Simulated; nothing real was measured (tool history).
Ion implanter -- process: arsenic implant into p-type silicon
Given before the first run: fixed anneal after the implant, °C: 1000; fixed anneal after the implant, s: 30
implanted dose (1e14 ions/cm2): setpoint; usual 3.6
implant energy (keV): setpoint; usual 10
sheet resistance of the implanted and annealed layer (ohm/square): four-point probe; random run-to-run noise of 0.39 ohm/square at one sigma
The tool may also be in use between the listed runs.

| run | hour | implanted dose (1e14 ions/cm2) | implant energy (keV) | wafers since the last listed run | hours since the last dose calibration | hours since the extraction supply was calibrated | hours since the gauge calibration | read-back reference wafer on the same gauge, sheet resistance | sheet resistance of the implanted and annealed layer (ohm/square) |
|---|---|---|---|---|---|---|---|---|---|
| 1 | 0 | 3.6 | 10 | 0 | 1995 | 3279.4 | 76.4 | 217 | 259.4 |
| 2 | 6.5 | 3.6 | 10 | 130 | 2001.5 | 3285.9 | 82.9 | 217.04 | 259.28 |
| 3 | 22.6 | 3.6 | 8.5 | 322 | 2017.6 | 3302 | 99 | 216.93 | 263.14 |
| 4 | 30.6 | 3.6 | 8.5 | 160 | 2025.6 | 3310 | 107 | 216.93 | 263.22 |
| 5 | 48 | 3.6 | 10 | 348 | 2043 | 3327.4 | 124.4 | 217.17 | 259.19 |
| 6 | 58.6 | 3.6 | 10 | 212 | 2053.6 | 3338 | 135 | 217.17 | 260.24 |
| 7 | 69 | 3.6 | 10 | 208 | 2064 | 3348.4 | 145.4 | 217.08 | 260.06 |
| 8 | 79.5 | 3.6 | 10 | 210 | 2074.5 | 3358.9 | 155.9 | 216.98 | 259.84 |
|  | 94.4 | Faraday cup replaced and dose calibrated |
| 9 | 94.9 | 3.6 | 10 | 148 | 0.5 | 3374.3 | 171.3 | 217.17 | 259.71 |
| 10 | 103.3 | 3.29 | 7.5 | 168 | 8.9 | 3382.7 | 179.7 | 216.97 | 284.22 |
|  | 117.1 | extraction supply calibrated |
| 11 | 117.6 | 3.6 | 11.5 | 126 | 23.2 | 0.5 | 194 | 217.02 | 256.31 |
| 12 | 125.1 | 3.6 | 13 | 150 | 30.7 | 8 | 201.5 | 217.06 | 254.31 |
|  | 136.6 | gauge calibrated |
| 13 | 169.8 | 3.26 | 12.5 | 896 | 75.4 | 52.7 | 33.2 | 217.07 | 275.11 |
| 14 | 182.2 | 2.84 | 9 | 248 | 87.8 | 65.1 | 45.6 | 217.04 | 315.01 |
| 15 | 188.6 | 3.6 | 7 | 128 | 94.2 | 71.5 | 52 | 216.9 | 266.12 |
| 16 | 199.8 | 3.6 | 10 | 224 | 105.4 | 82.7 | 63.2 | 216.97 | 260.1 |
| 17 | 214 | 3.98 | 7.5 | 284 | 119.6 | 96.9 | 77.4 | 217.04 | 245.52 |
| 18 | 264.7 | 4.3 | 10 | 1016 | 170.3 | 147.6 | 128.1 | 217 | 227.66 |
| 19 | 274.1 | 3.6 | 10 | 188 | 179.7 | 157 | 137.5 | 216.96 | 260.07 |

4 options for the next run, each taken on its own from the tool as it stands now. Forecast them:
| A | 274.5 | 3.92 | 10 | 8 | 180.1 | 157.4 | 137.9 | ? | ? |
| B | 274.5 | 3.21 | 7 | 8 | 180.1 | 157.4 | 137.9 | ? | ? |
| C | 274.5 | 3.6 | 7.5 | 8 | 180.1 | 157.4 | 137.9 | ? | ? |
| D | 274.5 | 4.03 | 13.5 | 8 | 180.1 | 157.4 | 137.9 | ? | ? |

| run | read-back reference wafer on the same gauge, sheet resistance | sheet resistance of the implanted and annealed layer (ohm/square) |
|---|---|---|
| A | 217 | 243.47 |
| B | 217 | 291.56 |
| C | 217 | 265.24 |
| D | 217 | 232.45 |
The same runs, with their run-to-run variation unchanged, on a tool lacking any hidden condition would have given:
| run | sheet resistance of the implanted and annealed layer (ohm/square) |
|---|---|
| A | 243.47 |
| B | 291.56 |
| C | 265.24 |
| D | 232.45 |

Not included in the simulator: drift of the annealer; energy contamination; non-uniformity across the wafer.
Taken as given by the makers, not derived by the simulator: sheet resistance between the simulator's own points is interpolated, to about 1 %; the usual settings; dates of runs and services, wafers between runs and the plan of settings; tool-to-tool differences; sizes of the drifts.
